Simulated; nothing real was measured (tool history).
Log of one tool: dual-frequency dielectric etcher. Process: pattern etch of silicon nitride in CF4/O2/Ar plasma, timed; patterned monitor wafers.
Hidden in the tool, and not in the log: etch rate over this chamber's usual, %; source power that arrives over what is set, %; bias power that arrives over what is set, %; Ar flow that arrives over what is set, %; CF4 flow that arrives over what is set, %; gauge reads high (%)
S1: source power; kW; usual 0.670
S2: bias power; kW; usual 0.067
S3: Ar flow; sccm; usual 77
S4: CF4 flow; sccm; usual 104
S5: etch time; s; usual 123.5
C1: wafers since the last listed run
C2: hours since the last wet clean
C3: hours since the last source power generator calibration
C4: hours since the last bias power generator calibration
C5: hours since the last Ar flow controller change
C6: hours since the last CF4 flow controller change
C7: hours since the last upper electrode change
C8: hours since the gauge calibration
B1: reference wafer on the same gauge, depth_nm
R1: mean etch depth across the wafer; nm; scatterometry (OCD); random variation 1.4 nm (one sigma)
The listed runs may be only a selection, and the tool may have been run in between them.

run	hour	S1	S2	S3	S4	S5	C1	C2	C3	C4	C5	C6	C7	C8	B1	R1
1	0.0	0.550	0.067	77	104	123.5	0	63.3	1827.7	1363.1	332.5	84.5	469.8	1577.6	401.1	273.6
2	60.3	0.670	0.077	94	104	123.5	363	123.6	1888.0	1423.4	392.8	144.8	530.1	1637.9	401.1	336.3
3	102.2	0.670	0.067	62	128	152.5	252	165.5	1929.9	1465.3	434.7	186.7	572.0	1679.8	400.8	418.8
4	134.1	0.800	0.067	67	104	91.5	192	197.4	1961.8	1497.2	466.6	218.6	603.9	1711.7	400.9	287.7
# hour 176.6: bias power generator calibrated
5	182.3	0.670	0.067	61	104	123.5	266	245.6	2010.0	5.7	514.8	266.8	652.1	1759.9	401.0	334.0
# hour 187.4: gauge calibrated
# hour 191.8: source power generator calibrated
6	234.3	0.670	0.067	77	104	123.5	289	297.6	42.5	57.7	566.8	318.8	704.1	46.9	400.9	333.9
7	260.2	0.670	0.067	87	83	123.5	156	323.5	68.4	83.6	592.7	344.7	730.0	72.8	400.7	325.4
# hour 300.8: wet clean of the chamber
8	301.3	0.670	0.067	77	104	123.5	103	0.5	109.5	124.7	633.8	385.8	771.1	113.9	400.9	335.4
9	342.6	0.670	0.080	77	104	123.5	248	41.8	150.8	166.0	675.1	427.1	812.4	155.2	401.1	358.3
10	397.8	0.760	0.082	67	83	123.5	332	97.0	206.0	221.2	730.3	482.3	867.6	210.4	400.9	407.6
11	447.6	0.670	0.067	95	122	123.5	300	146.8	255.8	271.0	780.1	532.1	917.4	260.2	401.2	327.9
12	489.0	0.820	0.067	77	97	123.5	249	188.2	297.2	312.4	821.5	573.5	958.8	301.6	400.4	395.2
13	523.5	0.550	0.067	77	104	149.0	207	222.7	331.7	346.9	856.0	608.0	993.3	336.1	401.0	336.5
14	561.7	0.670	0.067	77	104	123.5	230	260.9	369.9	385.1	894.2	646.2	1031.5	374.3	400.9	334.3
15	613.6	0.670	0.067	77	104	123.5	312	312.8	421.8	437.0	946.1	698.1	1083.4	426.2	400.9	331.2
16	677.3	0.510	0.067	77	104	123.5	383	376.5	485.5	500.7	1009.8	761.8	1147.1	489.9	401.1	258.9
# hour 714.5: wet clean of the chamber
17	715.0	0.670	0.067	77	104	123.5	82	0.5	523.2	538.4	1047.5	799.5	1184.8	527.6	400.9	329.8
18	749.8	0.670	0.053	77	118	123.5	209	35.3	558.0	573.2	1082.3	834.3	1219.6	562.4	400.6	304.9
19	789.4	0.670	0.067	77	104	123.5	238	74.9	597.6	612.8	1121.9	873.9	1259.2	602.0	400.8	330.4
20	822.6	0.820	0.067	84	104	123.5	200	108.1	630.8	646.0	1155.1	907.1	1292.4	635.2	401.1	394.4
21	866.7	0.670	0.067	77	104	123.5	265	152.2	674.9	690.1	1199.2	951.2	1336.5	679.3	401.4	330.7

Take each entry between the runs: how does the hidden state at the last listed run before it differ from the hidden state at the first listed run after it?
Between runs 4 and 5: bias power generator calibrated (hour 176.6)
  source power that arrives over what is set, %: -3.42 -> -3.43
  measured less the result without the state, R1: -9.2 -> -10.7 nm
Between runs 5 and 6: gauge calibrated (hour 187.4); source power generator calibrated (hour 191.8)
  source power that arrives over what is set, %: -3.43 -> -0.253
  measured less the result without the state, R1: -10.7 -> -0.8 nm
Between runs 7 and 8: wet clean of the chamber (hour 300.8)
  source power that arrives over what is set, %: -0.352 -> -0.503
  measured less the result without the state, R1: -1.1 -> -1.5 nm
Between runs 16 and 17: wet clean of the chamber (hour 714.5)
  source power that arrives over what is set, %: -1.57 -> -1.65
  measured less the result without the state, R1: -3.7 -> -5.0 nm
